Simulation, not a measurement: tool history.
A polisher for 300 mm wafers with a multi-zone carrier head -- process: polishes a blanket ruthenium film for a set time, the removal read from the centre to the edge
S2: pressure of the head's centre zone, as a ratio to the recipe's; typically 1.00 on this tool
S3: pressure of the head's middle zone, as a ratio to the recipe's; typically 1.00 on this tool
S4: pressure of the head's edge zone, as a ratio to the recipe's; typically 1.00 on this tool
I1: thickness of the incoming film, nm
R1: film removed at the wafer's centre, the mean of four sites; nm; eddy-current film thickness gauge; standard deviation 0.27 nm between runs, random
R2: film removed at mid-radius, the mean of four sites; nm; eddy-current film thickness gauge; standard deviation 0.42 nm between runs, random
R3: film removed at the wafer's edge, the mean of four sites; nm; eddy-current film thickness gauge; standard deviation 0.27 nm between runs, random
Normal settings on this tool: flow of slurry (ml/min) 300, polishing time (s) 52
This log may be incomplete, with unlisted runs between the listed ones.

run 1 hour=0.0 | flow_of_slurry_(ml/min)=300 S2=1.00 S3=1.00 S4=1.00 polishing_time_(s)=52 | I1=394.2 | R1=33.9 R2=33.2 R3=33.4
-- hour=29.1 carrier head's membrane replaced by a new one
run 2 hour=65.5 | flow_of_slurry_(ml/min)=360 S2=1.08 S3=1.00 S4=1.10 polishing_time_(s)=40 | I1=398.2 | R1=28.9 R2=25.7 R3=27.2
run 3 hour=95.2 | flow_of_slurry_(ml/min)=250 S2=1.00 S3=1.00 S4=0.97 polishing_time_(s)=52 | I1=402.0 | R1=33.8 R2=33.4 R3=33.1
run 4 hour=131.4 | flow_of_slurry_(ml/min)=300 S2=1.00 S3=1.00 S4=1.00 polishing_time_(s)=52 | I1=401.1 | R1=34.8 R2=33.9 R3=34.0
run 5 hour=202.9 | flow_of_slurry_(ml/min)=300 S2=0.93 S3=1.00 S4=1.00 polishing_time_(s)=52 | I1=398.5 | R1=32.2 R2=33.7 R3=33.7
run 6 hour=234.7 | flow_of_slurry_(ml/min)=300 S2=1.00 S3=1.00 S4=1.00 polishing_time_(s)=52 | I1=405.0 | R1=34.1 R2=33.6 R3=34.2
-- hour=275.3 worn pad replaced by a new one
run 7 hour=277.2 | flow_of_slurry_(ml/min)=300 S2=0.95 S3=1.09 S4=1.08 polishing_time_(s)=52 | I1=398.8 | R1=32.8 R2=36.4 R3=34.5
run 8 hour=330.8 | flow_of_slurry_(ml/min)=300 S2=0.93 S3=1.00 S4=1.00 polishing_time_(s)=42 | I1=394.7 | R1=26.2 R2=27.1 R3=27.2
run 9 hour=383.9 | flow_of_slurry_(ml/min)=300 S2=0.97 S3=1.00 S4=1.00 polishing_time_(s)=52 | I1=398.5 | R1=33.2 R2=33.9 R3=33.6
-- hour=417.7 slurry nozzle cleaned
run 10 hour=434.7 | flow_of_slurry_(ml/min)=300 S2=1.00 S3=1.00 S4=1.00 polishing_time_(s)=52 | I1=405.0 | R1=34.4 R2=33.2 R3=33.9
run 11 hour=505.0 | flow_of_slurry_(ml/min)=265 S2=1.00 S3=0.92 S4=1.04 polishing_time_(s)=40 | I1=391.8 | R1=26.2 R2=23.1 R3=26.1
run 12 hour=564.9 | flow_of_slurry_(ml/min)=300 S2=0.91 S3=1.08 S4=1.05 polishing_time_(s)=52 | I1=400.8 | R1=31.4 R2=35.5 R3=34.2
run 13 hour=626.3 | flow_of_slurry_(ml/min)=370 S2=1.08 S3=0.92 S4=1.00 polishing_time_(s)=52 | I1=402.4 | R1=37.1 R2=32.0 R3=34.2
run 14 hour=663.9 | flow_of_slurry_(ml/min)=300 S2=1.00 S3=1.00 S4=1.00 polishing_time_(s)=52 | I1=394.2 | R1=34.7 R2=33.9 R3=33.9
run 15 hour=708.5 | flow_of_slurry_(ml/min)=300 S2=0.97 S3=1.00 S4=1.00 polishing_time_(s)=52 | I1=406.3 | R1=33.5 R2=33.1 R3=33.9
run 16 hour=733.3 | flow_of_slurry_(ml/min)=300 S2=0.93 S3=0.89 S4=0.94 polishing_time_(s)=67 | I1=394.3 | R1=41.1 R2=39.0 R3=42.5
-- hour=764.3 worn pad replaced by a new one
-- hour=779.0 edge zone pressure recalibrated
run 17 hour=804.2 | flow_of_slurry_(ml/min)=300 S2=1.04 S3=1.00 S4=1.00 polishing_time_(s)=62 | I1=398.8 | R1=41.8 R2=40.1 R3=39.9
run 18 hour=936.1 | flow_of_slurry_(ml/min)=355 S2=1.00 S3=1.00 S4=1.00 polishing_time_(s)=52 | I1=403.9 | R1=34.4 R2=34.2 R3=34.5
run 19 hour=981.6 | flow_of_slurry_(ml/min)=265 S2=1.00 S3=1.00 S4=0.92 polishing_time_(s)=60 | I1=398.6 | R1=38.7 R2=37.9 R3=37.5
-- hour=1005.6 centre zone pressure recalibrated
run 20 hour=1038.5 | flow_of_slurry_(ml/min)=300 S2=1.00 S3=1.00 S4=1.00 polishing_time_(s)=52 | I1=404.6 | R1=34.1 R2=34.2 R3=33.3
run 21 hour=1097.9 | flow_of_slurry_(ml/min)=300 S2=1.09 S3=1.00 S4=1.00 polishing_time_(s)=52 | I1=393.3 | R1=37.0 R2=33.1 R3=33.6
run 22 hour=1146.4 | flow_of_slurry_(ml/min)=300 S2=1.00 S3=1.00 S4=1.00 polishing_time_(s)=61 | I1=406.6 | R1=40.3 R2=38.8 R3=39.7

Consider 4 possible next runs. They are alternatives, not a sequence: every one starts from the tool as it was left by run 22. What does each give?
run A hour=1146.8 | flow_of_slurry_(ml/min)=300 S2=1.00 S3=1.00 S4=1.09 polishing_time_(s)=52 | I1=399.1 | R1=? R2=? R3=?
run B hour=1146.8 | flow_of_slurry_(ml/min)=300 S2=1.00 S3=1.00 S4=1.00 polishing_time_(s)=45 | I1=399.1 | R1=? R2=? R3=?
run C hour=1146.8 | flow_of_slurry_(ml/min)=335 S2=1.00 S3=0.94 S4=1.12 polishing_time_(s)=52 | I1=399.1 | R1=? R2=? R3=?
run D hour=1146.8 | flow_of_slurry_(ml/min)=390 S2=0.97 S3=1.00 S4=1.00 polishing_time_(s)=66 | I1=399.1 | R1=? R2=? R3=?

run=A R1=34.2 R2=33.4 R3=35.1
run=B R1=29.6 R2=28.9 R3=29.4
run=C R1=34.5 R2=32.0 R3=35.8
run=D R1=43.2 R2=43.3 R3=43.8
What these runs would have given with no unlogged condition in the tool:
run=A R1=34.2 R2=33.4 R3=35.1
run=B R1=29.6 R2=28.9 R3=29.4
run=C R1=34.5 R2=32.0 R3=35.8
run=D R1=43.2 R2=43.3 R3=43.8

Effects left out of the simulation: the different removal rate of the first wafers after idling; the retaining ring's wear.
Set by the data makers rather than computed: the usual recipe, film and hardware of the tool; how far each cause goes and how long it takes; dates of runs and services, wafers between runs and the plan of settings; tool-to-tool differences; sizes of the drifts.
